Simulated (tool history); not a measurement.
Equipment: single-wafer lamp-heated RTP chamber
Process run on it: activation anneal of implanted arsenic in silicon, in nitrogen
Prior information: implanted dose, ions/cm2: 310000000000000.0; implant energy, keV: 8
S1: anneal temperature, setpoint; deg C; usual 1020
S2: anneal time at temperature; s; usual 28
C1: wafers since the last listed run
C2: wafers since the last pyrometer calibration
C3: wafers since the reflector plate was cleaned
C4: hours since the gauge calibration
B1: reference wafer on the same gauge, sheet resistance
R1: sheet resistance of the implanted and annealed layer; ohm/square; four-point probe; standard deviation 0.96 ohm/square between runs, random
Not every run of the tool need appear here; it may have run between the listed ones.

run,hour,S1,S2,C1,C2,C3,C4,B1,R1
1,0.0,1020,28,0,2414,7891,111.5,308.64,313.76
# hour 29.1: reflector plate cleaned
2,29.6,1020,28,420,2834,8,141.1,308.32,312.92
3,56.2,1020,28,517,3351,526,167.7,308.29,312.18
4,68.5,1020,19,239,3590,765,180.0,307.79,318.13
5,83.8,1020,19,297,3888,1062,195.3,307.92,317.83
6,107.9,1020,19,468,4357,1531,219.4,307.64,317.66
7,137.0,1038,23,565,4923,2097,248.5,307.15,308.05
8,165.5,1038,23,554,5477,2651,277.0,306.64,309.07
9,184.3,1020,28,365,5843,3017,295.8,306.53,311.58
10,207.0,1020,28,441,6284,3459,318.5,306.23,312.38
11,225.2,1020,21,353,6638,3813,336.7,305.95,313.35
12,245.0,1020,21,385,7023,4198,356.5,305.77,314.94
13,276.5,1020,28,612,7636,4810,388.0,304.89,308.80
14,288.7,1020,28,237,7873,5048,400.2,304.56,310.35
# hour 323.9: gauge calibrated
15,324.5,1020,37,696,8570,5744,0.6,308.74,309.87
16,353.0,998,28,554,9124,6298,29.1,308.47,320.93
# hour 373.5: pyrometer window cleaned and pyrometer calibrated
17,384.3,1020,41,453,209,6751,60.4,308.67,308.91
18,417.3,1012,39,641,851,7393,93.4,308.31,311.58
19,463.9,1001,44,906,1757,8300,140.0,308.08,312.98

For run 20, what comes out?
20,477.8,1020,28,270,2027,8570,153.9,?,?

{"run 20": {"B1": 307.95, "R1": 314.07}}
With the hidden condition absent and the run-to-run variation left alone, this run would have shown R1 315.12 ohm/square.
